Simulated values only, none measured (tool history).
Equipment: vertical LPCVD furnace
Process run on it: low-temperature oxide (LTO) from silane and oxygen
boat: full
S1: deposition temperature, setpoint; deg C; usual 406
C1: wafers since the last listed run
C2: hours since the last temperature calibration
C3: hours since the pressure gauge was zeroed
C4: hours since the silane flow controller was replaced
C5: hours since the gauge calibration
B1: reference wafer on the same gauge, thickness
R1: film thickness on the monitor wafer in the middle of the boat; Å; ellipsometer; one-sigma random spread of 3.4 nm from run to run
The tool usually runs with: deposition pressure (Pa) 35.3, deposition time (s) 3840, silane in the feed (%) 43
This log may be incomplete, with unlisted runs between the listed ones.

run 1 day=0 | S1=406 deposition_pressure_(Pa)=31.3 deposition_time_(s)=3540 silane_in_the_feed_(%)=43 | C1=0 C2=3080.6 C3=2036.5 C4=6244.3 C5=727.2 | B1=716.12 | R1=6341.8
run 2 day=0.958 | S1=406 deposition_pressure_(Pa)=35.3 deposition_time_(s)=3840 silane_in_the_feed_(%)=43 | C1=319 C2=3103.6 C3=2059.5 C4=6267.3 C5=750.2 | B1=716.22 | R1=7871.5
run 3 day=1.771 | S1=406 deposition_pressure_(Pa)=35.3 deposition_time_(s)=3840 silane_in_the_feed_(%)=43 | C1=271 C2=3123.1 C3=2079 C4=6286.8 C5=769.7 | B1=715.88 | R1=7807.2
-- day=3.267 pressure gauge zeroed
run 4 day=3.288 | S1=413 deposition_pressure_(Pa)=35.3 deposition_time_(s)=3840 silane_in_the_feed_(%)=43 | C1=172 C2=3159.5 C3=0.5 C4=6323.2 C5=806.1 | B1=716.87 | R1=9298.2
run 5 day=3.521 | S1=413 deposition_pressure_(Pa)=35.3 deposition_time_(s)=3840 silane_in_the_feed_(%)=43 | C1=77 C2=3165.1 C3=6.1 C4=6328.8 C5=811.7 | B1=715.8 | R1=9341.3
run 6 day=4.683 | S1=406 deposition_pressure_(Pa)=35.3 deposition_time_(s)=4230 silane_in_the_feed_(%)=43 | C1=387 C2=3193 C3=34 C4=6356.7 C5=839.6 | B1=717.03 | R1=9562.9
-- day=5.521 gauge calibrated
run 7 day=5.671 | S1=410 deposition_pressure_(Pa)=35.3 deposition_time_(s)=3840 silane_in_the_feed_(%)=43 | C1=329 C2=3216.7 C3=57.7 C4=6380.4 C5=3.6 | B1=714.79 | R1=9015.2
run 8 day=6.542 | S1=410 deposition_pressure_(Pa)=35.3 deposition_time_(s)=3840 silane_in_the_feed_(%)=43 | C1=290 C2=3237.6 C3=78.6 C4=6401.3 C5=24.5 | B1=715.87 | R1=9020.1
run 9 day=7.238 | S1=406 deposition_pressure_(Pa)=35.3 deposition_time_(s)=3840 silane_in_the_feed_(%)=43 | C1=232 C2=3254.3 C3=95.3 C4=6418 C5=41.2 | B1=714.82 | R1=8598.8
run 10 day=8.058 | S1=406 deposition_pressure_(Pa)=35.3 deposition_time_(s)=3840 silane_in_the_feed_(%)=43 | C1=273 C2=3274 C3=115 C4=6437.7 C5=60.9 | B1=716.59 | R1=8686.1
run 11 day=9.25 | S1=400 deposition_pressure_(Pa)=35.3 deposition_time_(s)=3840 silane_in_the_feed_(%)=43 | C1=397 C2=3302.6 C3=143.6 C4=6466.3 C5=89.5 | B1=716.18 | R1=8148.1
-- day=10.846 pressure gauge zeroed, repeated, since the last time left the tool worse
run 12 day=10.867 | S1=406 deposition_pressure_(Pa)=35.3 deposition_time_(s)=3840 silane_in_the_feed_(%)=43 | C1=205 C2=3341.4 C3=0.5 C4=6505.1 C5=128.3 | B1=716.18 | R1=8113.8
run 13 day=11.375 | S1=413 deposition_pressure_(Pa)=35.3 deposition_time_(s)=3840 silane_in_the_feed_(%)=43 | C1=169 C2=3353.6 C3=12.7 C4=6517.3 C5=140.5 | B1=715.92 | R1=8841.1
run 14 day=12.308 | S1=395 deposition_pressure_(Pa)=28.7 deposition_time_(s)=3840 silane_in_the_feed_(%)=43 | C1=311 C2=3376 C3=35.1 C4=6539.7 C5=162.9 | B1=717.24 | R1=5923
run 15 day=13.629 | S1=397 deposition_pressure_(Pa)=35.3 deposition_time_(s)=3840 silane_in_the_feed_(%)=49 | C1=440 C2=3407.7 C3=66.8 C4=6571.4 C5=194.6 | B1=715.78 | R1=8512.7
-- day=15.629 thermocouples replaced and temperature profile calibrated
-- day=15.704 silane flow controller replaced
run 16 day=15.725 | S1=406 deposition_pressure_(Pa)=35.3 deposition_time_(s)=3840 silane_in_the_feed_(%)=43 | C1=340 C2=2.3 C3=117.1 C4=0.5 C5=244.9 | B1=716.51 | R1=8162.9
run 17 day=15.958 | S1=406 deposition_pressure_(Pa)=35.3 deposition_time_(s)=5040 silane_in_the_feed_(%)=48 | C1=77 C2=7.9 C3=122.7 C4=6.1 C5=250.5 | B1=715.13 | R1=12022.5
run 18 day=16.3 | S1=406 deposition_pressure_(Pa)=29.3 deposition_time_(s)=4530 silane_in_the_feed_(%)=46 | C1=113 C2=16.1 C3=130.9 C4=14.3 C5=258.7 | B1=715.42 | R1=8551.9
run 19 day=16.908 | S1=410 deposition_pressure_(Pa)=35.3 deposition_time_(s)=2880 silane_in_the_feed_(%)=43 | C1=202 C2=30.7 C3=145.5 C4=28.9 C5=273.3 | B1=717.01 | R1=6400.8
run 20 day=18.296 | S1=406 deposition_pressure_(Pa)=30.7 deposition_time_(s)=4650 silane_in_the_feed_(%)=43 | C1=462 C2=64 C3=178.8 C4=62.2 C5=306.6 | B1=715.97 | R1=8618.4
run 21 day=19.392 | S1=397 deposition_pressure_(Pa)=35.3 deposition_time_(s)=3840 silane_in_the_feed_(%)=43 | C1=365 C2=90.3 C3=205.1 C4=88.5 C5=332.9 | B1=715.38 | R1=7421.3
run 22 day=20.638 | S1=406 deposition_pressure_(Pa)=31.3 deposition_time_(s)=3540 silane_in_the_feed_(%)=43 | C1=415 C2=120.2 C3=235 C4=118.4 C5=362.8 | B1=715.63 | R1=6693.1
run 23 day=22.075 | S1=406 deposition_pressure_(Pa)=35.3 deposition_time_(s)=5130 silane_in_the_feed_(%)=43 | C1=479 C2=154.7 C3=269.5 C4=152.9 C5=397.3 | B1=715.69 | R1=10938
run 24 day=23.025 | S1=395 deposition_pressure_(Pa)=35.3 deposition_time_(s)=3840 silane_in_the_feed_(%)=43 | C1=316 C2=177.5 C3=292.3 C4=175.7 C5=420.1 | B1=715.42 | R1=7248
run 25 day=24.367 | S1=406 deposition_pressure_(Pa)=35.3 deposition_time_(s)=3840 silane_in_the_feed_(%)=43 | C1=447 C2=209.7 C3=324.5 C4=207.9 C5=452.3 | B1=716.97 | R1=8134.1
run 26 day=25.662 | S1=395 deposition_pressure_(Pa)=35.3 deposition_time_(s)=3360 silane_in_the_feed_(%)=43 | C1=432 C2=240.8 C3=355.6 C4=239 C5=483.4 | B1=716.24 | R1=6331.6
run 27 day=26.612 | S1=406 deposition_pressure_(Pa)=35.3 deposition_time_(s)=3840 silane_in_the_feed_(%)=43 | C1=316 C2=263.6 C3=378.4 C4=261.8 C5=506.2 | B1=716.76 | R1=8101
run 28 day=27.825 | S1=406 deposition_pressure_(Pa)=35.3 deposition_time_(s)=3840 silane_in_the_feed_(%)=43 | C1=404 C2=292.7 C3=407.5 C4=290.9 C5=535.3 | B1=716.62 | R1=8132.4
run 29 day=29.138 | S1=410 deposition_pressure_(Pa)=35.3 deposition_time_(s)=4500 silane_in_the_feed_(%)=38 | C1=437 C2=324.2 C3=439 C4=322.4 C5=566.8 | B1=716.45 | R1=8633.8
run 30 day=29.954 | S1=406 deposition_pressure_(Pa)=35.3 deposition_time_(s)=3840 silane_in_the_feed_(%)=43 | C1=272 C2=343.8 C3=458.6 C4=342 C5=586.4 | B1=716.63 | R1=8121.4

Alternative continuations, all from the tool just after run 30; predict every row:
run A day=30.188 | S1=406 deposition_pressure_(Pa)=35.3 deposition_time_(s)=3840 silane_in_the_feed_(%)=48 | C1=77 C2=349.4 C3=464.2 C4=347.6 C5=592 | B1=? | R1=?
run B day=30.188 | S1=406 deposition_pressure_(Pa)=35.3 deposition_time_(s)=5250 silane_in_the_feed_(%)=43 | C1=77 C2=349.4 C3=464.2 C4=347.6 C5=592 | B1=? | R1=?
run C day=30.188 | S1=406 deposition_pressure_(Pa)=35.3 deposition_time_(s)=3840 silane_in_the_feed_(%)=38 | C1=77 C2=349.4 C3=464.2 C4=347.6 C5=592 | B1=? | R1=?
run D day=30.188 | S1=410 deposition_pressure_(Pa)=42 deposition_time_(s)=4860 silane_in_the_feed_(%)=38 | C1=77 C2=349.4 C3=464.2 C4=347.6 C5=592 | B1=? | R1=?
run E day=30.188 | S1=415 deposition_pressure_(Pa)=35.3 deposition_time_(s)=3840 silane_in_the_feed_(%)=41 | C1=77 C2=349.4 C3=464.2 C4=347.6 C5=592 | B1=? | R1=?

run=A B1=716.02 R1=9019.9
run=B B1=716.02 R1=11069.3
run=C B1=716.02 R1=7019.3
run=D B1=716.02 R1=11038.2
run=E B1=716.02 R1=8442.6
Without the tool's hidden state the same runs would have given:
run=A R1=9069.3
run=B R1=11129.8
run=C R1=7057.7
run=D R1=11088.9
run=E R1=8488.7
